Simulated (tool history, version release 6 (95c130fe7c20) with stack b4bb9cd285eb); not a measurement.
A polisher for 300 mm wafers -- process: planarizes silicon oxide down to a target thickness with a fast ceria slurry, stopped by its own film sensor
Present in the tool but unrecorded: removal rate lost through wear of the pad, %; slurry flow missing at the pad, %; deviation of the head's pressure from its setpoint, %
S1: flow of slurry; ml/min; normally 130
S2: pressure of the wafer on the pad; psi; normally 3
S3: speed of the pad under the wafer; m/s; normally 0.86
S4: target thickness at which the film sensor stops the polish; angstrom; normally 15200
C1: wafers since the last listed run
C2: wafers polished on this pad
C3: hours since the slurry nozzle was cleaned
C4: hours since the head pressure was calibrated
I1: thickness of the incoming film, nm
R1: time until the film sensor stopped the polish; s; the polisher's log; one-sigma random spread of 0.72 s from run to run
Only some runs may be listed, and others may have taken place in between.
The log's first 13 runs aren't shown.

run	hour	S1	S2	S3	S4	C1	C2	C3	C4	I1	R1
14	751.1	130	3	0.86	15200	920	3336	858.8	70	2425.9	62
# hour 789.3: slurry nozzle cleaned
15	794.7	130	3	0.86	15200	568	3905	5.4	113.6	2438.2	62.2
16	857.4	130	3	0.86	15200	836	4741	68.1	176.3	2423.1	60.7
17	919.2	130	3	0.86	13000	824	5566	129.9	238.1	2447.9	77.6
18	945	130	3	0.86	15200	344	5911	155.7	263.9	2421.6	60.2
# hour 961.3: worn pad replaced by a new one, of another model than before
19	1000.4	130	2.6	0.86	15200	686	521	211.1	319.3	2422.5	64
20	1060.6	130	3	0.86	15200	803	1324	271.3	379.5	2470	63.7
21	1112.3	130	3	0.86	15200	690	2014	323	431.2	2458.8	63
22	1145.5	130	2.7	0.86	15200	443	2457	356.2	464.4	2460.4	66.3
23	1203.4	115	3.6	0.62	13770	772	3230	414.1	522.3	2398	82.9
24	1268.1	130	3	0.86	15200	863	4094	478.8	587	2434.6	60.6
25	1332.3	130	3	0.86	15200	856	4951	543	651.2	2381.7	58.3
26	1384.9	130	3	0.86	15200	702	5653	595.6	703.8	2407.6	59.1
27	1410.9	130	3	0.58	15200	347	6000	621.6	729.8	2396	77.7
# hour 1456.5: worn pad replaced by a new one
28	1473.8	105	2	0.72	14150	786	231	684.5	792.7	2465.8	98.8
29	1513.7	130	3.7	1.02	16500	532	763	724.4	832.6	2456.1	42.3
# hour 1524.7: head pressure recalibrated
30	1548.9	130	3.4	0.86	15200	443	1207	759.6	24.2	2399.7	57.8
# hour 1559.9: slurry nozzle cleaned
31	1684.1	130	3	0.68	12620	1791	2998	124.2	159.4	2416.4	93
32	1753.8	145	2.7	0.66	12490	930	3928	193.9	229.1	2409.5	95.7
33	1835.1	165	3	0.68	12180	1085	5013	275.2	310.4	2437.7	91.1
# hour 1857.4: worn pad replaced by a new one
34	1898.3	105	2.6	0.86	17240	790	545	338.4	373.6	2417.4	54.3
35	1954.1	150	3	0.86	16720	744	1290	394.2	429.4	2428.1	47.6
36	2012.2	90	2.7	1.12	17030	775	2065	452.3	487.5	2450.6	51.2
37	2051.7	130	3.6	0.86	15200	527	2592	491.8	527	2408.2	54.5

What if the next run were any one of these 4? Each begins from the tool's condition after run 37:
A	2052.1	130	3	0.86	15200	5	2598	492.2	527.4	2387.9	?
B	2052.1	90	3	0.86	15200	5	2598	492.2	527.4	2387.9	?
C	2052.1	130	3	1.14	15200	5	2598	492.2	527.4	2387.9	?
D	2052.1	105	2.4	0.74	13940	5	2598	492.2	527.4	2387.9	?

run	R1
A	58.3
B	71.1
C	46.9
D	88.3
Had the tool no hidden state, the same runs would have come out as:
run	R1
A	60.3
B	73.6
C	48.5
D	91.4

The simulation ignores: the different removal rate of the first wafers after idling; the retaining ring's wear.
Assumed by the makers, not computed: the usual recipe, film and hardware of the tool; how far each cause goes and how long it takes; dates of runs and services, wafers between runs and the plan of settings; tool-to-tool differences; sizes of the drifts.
